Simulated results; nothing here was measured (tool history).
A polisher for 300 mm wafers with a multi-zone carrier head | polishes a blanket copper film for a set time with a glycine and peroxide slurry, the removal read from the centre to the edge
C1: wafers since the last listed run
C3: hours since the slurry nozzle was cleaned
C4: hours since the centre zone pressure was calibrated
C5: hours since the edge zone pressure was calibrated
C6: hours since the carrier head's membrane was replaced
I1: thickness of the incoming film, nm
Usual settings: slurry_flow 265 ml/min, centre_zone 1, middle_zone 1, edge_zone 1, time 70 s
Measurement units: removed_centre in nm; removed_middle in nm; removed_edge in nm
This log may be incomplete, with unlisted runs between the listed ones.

Run 1, day 0: usual settings; C1 0; wafers polished on this pad 6592; C3 190.8; C4 525.4; C5 618.6; C6 1473.3; I1 2315.3. Result: removed_centre 535.9 nm, removed_middle 514.9 nm, removed_edge 551.4 nm.
At day 5.3: edge zone pressure recalibrated.
Run 2, day 7.425: usual settings but centre_zone 1.04, middle_zone 1.1, edge_zone 0.92; C1 2254; wafers polished on this pad 8847; C3 369; C4 703.6; C5 51; C6 1651.5; I1 2355.7. Result: removed_centre 563.4 nm, removed_middle 572.3 nm, removed_edge 529.1 nm.
Run 3, day 10.412: usual settings; C1 917; wafers polished on this pad 9764; C3 440.7; C4 775.3; C5 122.7; C6 1723.2; I1 2334.4. Result: removed_centre 531.6 nm, removed_middle 531.6 nm, removed_edge 542.7 nm.
At day 13.946: worn pad replaced by a new one.
Run 4, day 14.012: usual settings but slurry_flow 315 ml/min, time 55 s; C1 1054; wafers polished on this pad 20; C3 527.1; C4 861.7; C5 209.1; C6 1809.6; I1 2320.7. Result: removed_centre 440.3 nm, removed_middle 421.6 nm, removed_edge 430.6 nm.
Run 5, day 17.838: usual settings but time 93 s; C1 1174; wafers polished on this pad 1194; C3 618.9; C4 953.5; C5 300.9; C6 1901.4; I1 2355.7. Result: removed_centre 710.7 nm, removed_middle 694.4 nm, removed_edge 719.4 nm.
Run 6, day 19.704: usual settings but time 87 s; C1 573; wafers polished on this pad 1767; C3 663.7; C4 998.3; C5 345.7; C6 1946.2; I1 2357.3. Result: removed_centre 662.8 nm, removed_middle 649.7 nm, removed_edge 674.3 nm.
At day 20.888: carrier head's membrane replaced by a new one.
Run 7, day 21.529: usual settings but slurry_flow 230 ml/min, middle_zone 1.06, edge_zone 1.07, time 50 s; C1 496; wafers polished on this pad 2264; C3 707.5; C4 1042.1; C5 389.5; C6 15.4; I1 2324.7. Result: removed_centre 368.9 nm, removed_middle 384.1 nm, removed_edge 388.2 nm.
At day 23.767: centre zone pressure recalibrated.
Run 8, day 25.862: usual settings but slurry_flow 170 ml/min, centre_zone 0.92; C1 1305; wafers polished on this pad 3569; C3 811.5; C4 50.3; C5 493.5; C6 119.4; I1 2309.2. Result: removed_centre 438.4 nm, removed_middle 470.5 nm, removed_edge 499.4 nm.
At day 28.225: slurry nozzle cleaned.
Run 9, day 30.042: usual settings but slurry_flow 180 ml/min, centre_zone 0.88, middle_zone 0.9, edge_zone 0.88; C1 1270; wafers polished on this pad 4839; C3 43.6; C4 150.6; C5 593.8; C6 219.7; I1 2386.8. Result: removed_centre 446.1 nm, removed_middle 452.9 nm, removed_edge 491.8 nm.
Run 10, day 33.238: usual settings but slurry_flow 215 ml/min, centre_zone 0.94, middle_zone 0.93, time 61 s; C1 981; wafers polished on this pad 5821; C3 120.3; C4 227.3; C5 670.5; C6 296.4; I1 2349.2. Result: removed_centre 428.6 nm, removed_middle 414.2 nm, removed_edge 460.2 nm.
Run 11, day 35.642: usual settings but slurry_flow 330 ml/min, time 76 s; C1 738; wafers polished on this pad 6559; C3 178; C4 285; C5 728.2; C6 354.1; I1 2351.7. Result: removed_centre 604.4 nm, removed_middle 581.7 nm, removed_edge 598.1 nm.
Run 12, day 37.692: usual settings; C1 629; wafers polished on this pad 7188; C3 227.2; C4 334.2; C5 777.4; C6 403.3; I1 2359.5. Result: removed_centre 545.3 nm, removed_middle 534.7 nm, removed_edge 539.6 nm.
Run 13, day 40.371: usual settings but slurry_flow 200 ml/min, time 78 s; C1 822; wafers polished on this pad 8011; C3 291.5; C4 398.5; C5 841.7; C6 467.6; I1 2363.9. Result: removed_centre 580 nm, removed_middle 572.8 nm, removed_edge 592.1 nm.
At day 40.571: edge zone pressure recalibrated.
Run 14, day 47.567: usual settings but time 93 s; C1 2184; wafers polished on this pad 10195; C3 464.2; C4 571.2; C5 167.9; C6 640.3; I1 2346.7. Result: removed_centre 713.7 nm, removed_middle 704.3 nm, removed_edge 717 nm.
At day 48.129: worn pad replaced by a new one.
Run 15, day 49.925: usual settings but middle_zone 1.09, edge_zone 1.05; C1 672; wafers polished on this pad 551; C3 520.8; C4 627.8; C5 224.5; C6 696.9; I1 2371.5. Result: removed_centre 538.1 nm, removed_middle 556.4 nm, removed_edge 556.5 nm.
Run 16, day 52.238: usual settings but middle_zone 1.04; C1 710; wafers polished on this pad 1262; C3 576.3; C4 683.3; C5 280; C6 752.4; I1 2354.6. Result: removed_centre 542.6 nm, removed_middle 534.1 nm, removed_edge 541.7 nm.
Run 17, day 54.35: usual settings but centre_zone 0.89, middle_zone 1.1; C1 648; wafers polished on this pad 1910; C3 627; C4 734; C5 330.7; C6 803.1; I1 2332.5. Result: removed_centre 475.6 nm, removed_middle 561.6 nm, removed_edge 532.2 nm.
Run 18, day 56.9: usual settings but slurry_flow 350 ml/min; C1 783; wafers polished on this pad 2693; C3 688.2; C4 795.2; C5 391.9; C6 864.3; I1 2319.8. Result: removed_centre 537.6 nm, removed_middle 538.8 nm, removed_edge 554.9 nm.
At day 57.462: slurry nozzle cleaned.
Run 19, day 59.142: usual settings but slurry_flow 170 ml/min; C1 675; wafers polished on this pad 3369; C3 40.3; C4 849; C5 445.7; C6 918.1; I1 2320.9. Result: removed_centre 499 nm, removed_middle 498 nm, removed_edge 513.8 nm.
Run 20, day 62.442: usual settings but slurry_flow 295 ml/min, time 82 s; C1 1013; wafers polished on this pad 4382; C3 119.5; C4 928.2; C5 524.9; C6 997.3; I1 2328.2. Result: removed_centre 633.1 nm, removed_middle 622.6 nm, removed_edge 654 nm.
Run 21, day 66.779: usual settings but time 81 s; C1 1331; wafers polished on this pad 5714; C3 223.6; C4 1032.3; C5 629; C6 1101.4; I1 2339.3. Result: removed_centre 631.9 nm, removed_middle 619.5 nm, removed_edge 627.6 nm.

Consider 5 possible next runs. They are alternatives, not a sequence: every one starts from the tool as it was left by run 21. What does each give?
Run A, day 66.796: usual settings but time 92 s; C1 5; wafers polished on this pad 5719; C3 224; C4 1032.7; C5 629.4; C6 1101.8; I1 2354.8. Result: removed_centre ?, removed_middle ?, removed_edge ?.
Run B, day 66.796: usual settings but centre_zone 0.89, middle_zone 0.95; C1 5; wafers polished on this pad 5719; C3 224; C4 1032.7; C5 629.4; C6 1101.8; I1 2354.8. Result: removed_centre ?, removed_middle ?, removed_edge ?.
Run C, day 66.796: usual settings but slurry_flow 230 ml/min, centre_zone 1.08, time 54 s; C1 5; wafers polished on this pad 5719; C3 224; C4 1032.7; C5 629.4; C6 1101.8; I1 2354.8. Result: removed_centre ?, removed_middle ?, removed_edge ?.
Run D, day 66.796: usual settings but centre_zone 0.95, middle_zone 1.06; C1 5; wafers polished on this pad 5719; C3 224; C4 1032.7; C5 629.4; C6 1101.8; I1 2354.8. Result: removed_centre ?, removed_middle ?, removed_edge ?.
Run E, day 66.796: usual settings but centre_zone 1.07, edge_zone 1.11; C1 5; wafers polished on this pad 5719; C3 224; C4 1032.7; C5 629.4; C6 1101.8; I1 2354.8. Result: removed_centre ?, removed_middle ?, removed_edge ?.

run  removed_centre  removed_middle  removed_edge
  A           719.7             701         711.7
  B           486.7           511.3         541.9
  C           446.9           403.5         411.8
  D           520.2           560.3         541.1
  E           586.2           533.1         570.3
Take away the tool's hidden state, keep each run's random variation, and the runs would have read:
run  removed_centre  removed_middle  removed_edge
  A           721.4           702.5         712.9
  B           487.9           512.4         542.8
  C           448.2           404.6         412.6
  D           521.5           561.5           542
  E           587.6           534.2         571.2

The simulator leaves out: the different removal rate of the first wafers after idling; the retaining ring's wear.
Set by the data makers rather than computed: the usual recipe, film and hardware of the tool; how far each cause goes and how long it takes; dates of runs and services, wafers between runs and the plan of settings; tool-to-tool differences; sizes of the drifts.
